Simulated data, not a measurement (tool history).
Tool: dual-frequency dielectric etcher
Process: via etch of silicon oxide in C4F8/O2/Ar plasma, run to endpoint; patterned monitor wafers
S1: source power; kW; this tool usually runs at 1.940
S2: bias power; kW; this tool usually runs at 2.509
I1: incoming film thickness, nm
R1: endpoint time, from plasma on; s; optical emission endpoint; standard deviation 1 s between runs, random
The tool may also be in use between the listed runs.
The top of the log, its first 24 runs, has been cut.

| run | day | S1 | S2 | I1 | R1 |
|---|---|---|---|---|---|
| 25 | 50.462 | 1.940 | 2.024 | 1694.1 | 305.3 |
| 26 | 53.188 | 2.090 | 1.889 | 1687.5 | 300.7 |
|  | 54.492 | wet clean of the chamber |
| 27 | 54.854 | 1.730 | 2.801 | 1689.6 | 298.7 |
| 28 | 57.608 | 1.460 | 1.943 | 1668.2 | 358.5 |
| 29 | 58.638 | 2.170 | 2.509 | 1707.1 | 282.1 |
| 30 | 61.488 | 2.400 | 2.915 | 1694.1 | 254.6 |
| 31 | 67.004 | 1.500 | 3.053 | 1691.2 | 304.3 |
| 32 | 69.054 | 2.150 | 3.091 | 1686.2 | 256.8 |
| 33 | 70.279 | 2.090 | 2.205 | 1687.4 | 290.2 |
| 34 | 72.788 | 1.940 | 2.509 | 1705.8 | 291.1 |
| 35 | 73.912 | 1.940 | 2.509 | 1677.0 | 283.7 |
| 36 | 74.925 | 1.940 | 2.509 | 1704.5 | 288.3 |

Here are 3 independent what-if runs from the current tool condition. What would each one return?
| A | 74.946 | 1.940 | 2.269 | 1678.1 | ? |
| B | 74.946 | 1.610 | 2.509 | 1678.1 | ? |
| C | 74.946 | 1.940 | 3.086 | 1678.1 | ? |

| run | R1 |
|---|---|
| A | 294.6 |
| B | 310.3 |
| C | 266.2 |
Had the tool no hidden state, the same runs would have come out as:
| run | R1 |
|---|---|
| A | 302.1 |
| B | 318.2 |
| C | 272.9 |
